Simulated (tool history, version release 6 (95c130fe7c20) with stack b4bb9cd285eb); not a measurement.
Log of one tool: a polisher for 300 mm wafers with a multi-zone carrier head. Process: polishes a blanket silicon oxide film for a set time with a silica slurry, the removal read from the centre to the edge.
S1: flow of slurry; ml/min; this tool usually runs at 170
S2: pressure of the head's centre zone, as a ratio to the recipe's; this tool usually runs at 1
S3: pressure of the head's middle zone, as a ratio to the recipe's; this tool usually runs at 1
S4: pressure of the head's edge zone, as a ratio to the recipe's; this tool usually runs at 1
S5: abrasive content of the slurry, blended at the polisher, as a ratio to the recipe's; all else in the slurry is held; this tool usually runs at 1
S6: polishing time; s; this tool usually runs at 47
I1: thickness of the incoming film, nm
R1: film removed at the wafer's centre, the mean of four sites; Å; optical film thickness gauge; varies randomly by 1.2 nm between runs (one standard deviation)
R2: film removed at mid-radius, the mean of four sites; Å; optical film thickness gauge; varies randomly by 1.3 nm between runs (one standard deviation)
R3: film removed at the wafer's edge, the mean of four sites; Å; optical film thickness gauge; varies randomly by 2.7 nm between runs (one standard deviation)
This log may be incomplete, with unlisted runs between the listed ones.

run	day	S1	S2	S3	S4	S5	S6	I1	R1	R2	R3
1	0	110	1	1	1	1	47	1595.1	1707	1766	1803
2	2.204	170	1	1.06	1	1	60	1570.9	2342	2521	2410
3	4.533	170	1	1	1	1	47	1580.8	1830	1857	1895
4	7.183	140	1.07	1	1	1.25	34	1580.3	1476	1426	1499
5	8.738	190	0.93	1	1	1	47	1586.2	1707	1868	1914
6	11.492	170	1	0.91	1	1	47	1596.4	1725	1637	1771
7	13.642	170	0.96	1	1	1	47	1593.7	1846	1954	1956
8	15.321	170	1	1	1	1	47	1592.8	1902	1942	1953
9	17.533	150	1	1	1.11	1	47	1580.9	1818	1845	1989
10	19.496	170	1	1	1	1	36	1596.4	1441	1437	1460
11	20.892	170	1	1	1	1.1	38	1585.7	1603	1613	1655
12	22.338	135	1	1	1.09	1	47	1557.3	1705	1738	1827
13	24.117	170	1	1	1	1	47	1563.8	1804	1840	1855
14	26.346	170	1	1	0.94	1.3	35	1554.8	1574	1608	1540
15	27.483	170	1	1	1	1	36	1553.7	1347	1396	1416
16	30.417	150	1	1	1	1	41	1595.2	1443	1494	1544
17	31.596	170	1	1	1.06	1	47	1599.1	1716	1748	1865
18	34.421	170	1	1	1	1.15	47	1579.9	2094	2121	2098
19	36.083	170	1	1	1	1	47	1569.6	1884	1921	1930
20	37.412	170	1	1	1	0.9	47	1596	1725	1765	1786
21	39.075	170	1	1.11	1	1	53	1559.7	2094	2329	2153

Between the runs listed above, the log contained 8 entries, not reproduced here. Where in the sequence does each belong, and how does what the log doesn't record of the tool's condition differ from the listed run before to the listed run after?
Runs 1 to 2: worn pad replaced by a new one, of another model than before (day 0.588)
  slurry flow missing at the pad, %: 13.8 -> 17.3
  what was measured, less what the result would be without the hidden state, R1: -63 -> -118 Å; R2: -56 -> -113 Å; R3: -40 -> -77 Å
Runs 3 to 4: carrier head's membrane replaced by a new one (day 6.471)
  slurry flow missing at the pad, %: 21.1 -> 25.3
  what was measured, less what the result would be without the hidden state, R1: -120 -> -161 Å; R2: -107 -> -136 Å; R3: -77 -> -97 Å
Runs 6 to 7: slurry nozzle cleaned (day 12.358)
  slurry flow missing at the pad, %: 32.3 -> 4.26
  what was measured, less what the result would be without the hidden state, R1: -217 -> -19 Å; R2: -181 -> -18 Å; R3: -135 -> -13 Å
Runs 9 to 10: worn pad replaced by a new one (day 17.754)
  slurry flow missing at the pad, %: 10.5 -> 13.7
  what was measured, less what the result would be without the hidden state, R1: -58 -> -55 Å; R2: -53 -> -48 Å; R3: -40 -> -35 Å
Runs 17 to 18: centre zone pressure recalibrated (day 33.021); slurry nozzle cleaned (day 33.379)
  slurry flow missing at the pad, %: 33.2 -> 7.89
  what was measured, less what the result would be without the hidden state, R1: -226 -> -41 Å; R2: -202 -> -37 Å; R3: -149 -> -26 Å
Runs 19 to 20: worn pad replaced by a new one (day 36.371); edge zone pressure recalibrated (day 37.204)
  slurry flow missing at the pad, %: 10.6 -> 12.7
  what was measured, less what the result would be without the hidden state, R1: -52 -> -59 Å; R2: -48 -> -53 Å; R3: -34 -> -40 Å
